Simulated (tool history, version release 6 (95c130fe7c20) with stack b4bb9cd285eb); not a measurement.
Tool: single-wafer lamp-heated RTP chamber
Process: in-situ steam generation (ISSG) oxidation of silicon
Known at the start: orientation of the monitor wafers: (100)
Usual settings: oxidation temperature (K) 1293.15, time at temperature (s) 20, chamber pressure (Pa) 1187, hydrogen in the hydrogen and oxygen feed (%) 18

| run | hour | oxidation temperature (K) | time at temperature (s) | chamber pressure (Pa) | hydrogen in the hydrogen and oxygen feed (%) | read-back reference wafer on the same gauge, thickness | oxide thickness on the monitor wafer (Å) |
|---|---|---|---|---|---|---|---|
| 1 | 0.0 | 1293.15 | 20 | 1187 | 18 | 6.785 | 57.61 |
| 2 | 35.6 | 1293.15 | 20 | 1187 | 18 | 6.791 | 57.45 |
| 3 | 70.0 | 1293.15 | 20 | 1187 | 18 | 6.784 | 57.69 |
| 4 | 98.2 | 1293.15 | 25 | 1240 | 18 | 6.807 | 63.87 |
| 5 | 126.8 | 1293.15 | 20 | 1187 | 18 | 6.793 | 57.56 |
| 6 | 155.7 | 1293.15 | 20 | 1187 | 18 | 6.786 | 57.65 |
| 7 | 174.6 | 1293.15 | 20 | 1187 | 18 | 6.803 | 57.60 |
| 8 | 192.3 | 1293.15 | 20 | 1187 | 18 | 6.788 | 57.68 |
| 9 | 208.8 | 1307.15 | 20 | 1293 | 18 | 6.786 | 61.03 |
| 10 | 221.3 | 1293.15 | 20 | 1280 | 18 | 6.801 | 57.24 |
| 11 | 253.9 | 1293.15 | 20 | 1280 | 18 | 6.790 | 57.13 |
| 12 | 267.1 | 1293.15 | 20 | 1280 | 18 | 6.807 | 57.08 |
| 13 | 299.0 | 1293.15 | 20 | 1093 | 18 | 6.786 | 57.88 |
| 14 | 319.5 | 1293.15 | 20 | 1293 | 18 | 6.780 | 57.21 |
| 15 | 343.9 | 1308.15 | 28 | 1293 | 18 | 6.791 | 72.91 |
| 16 | 376.8 | 1299.15 | 17 | 1067 | 11 | 6.778 | 49.22 |
| 17 | 409.2 | 1299.15 | 20 | 1360 | 18 | 6.794 | 58.15 |
| 18 | 431.0 | 1304.15 | 20 | 1253 | 15 | 6.787 | 58.15 |
| 19 | 451.9 | 1284.15 | 20 | 1187 | 18 | 6.783 | 55.34 |
| 20 | 469.4 | 1305.15 | 20 | 1107 | 25 | 6.786 | 65.78 |
| 21 | 483.3 | 1293.15 | 20 | 1187 | 18 | 6.780 | 57.44 |
| 22 | 516.3 | 1304.15 | 17 | 1187 | 18 | 6.804 | 56.13 |
| 23 | 546.8 | 1293.15 | 20 | 1187 | 18 | 6.792 | 57.13 |
| 24 | 580.2 | 1293.15 | 20 | 1187 | 18 | 6.778 | 57.53 |
| 25 | 605.5 | 1279.15 | 20 | 1320 | 24 | 6.796 | 56.52 |
| 26 | 636.0 | 1300.15 | 20 | 1187 | 25 | 6.790 | 64.43 |
| 27 | 648.3 | 1293.15 | 20 | 1080 | 18 | 6.793 | 58.30 |
| 28 | 665.9 | 1293.15 | 16 | 1187 | 18 | 6.783 | 51.78 |
| 29 | 693.9 | 1279.15 | 28 | 1253 | 11 | 6.793 | 57.73 |

Taken out of this log: 4 entries between the listed runs. Where each belongs, and how the hidden state differs across it:
Between runs 9 and 10: gauge calibrated (hour 211.9)
  no hidden state differs between the two runs
Between runs 10 and 11: hydrogen flow controller replaced (hour 237.3)
  no hidden state differs between the two runs
Between runs 13 and 14: pyrometer window cleaned and pyrometer calibrated (hour 319.0)
  no hidden state differs between the two runs
Between runs 21 and 22: pressure gauge zeroed (hour 515.8)
  no hidden state differs between the two runs
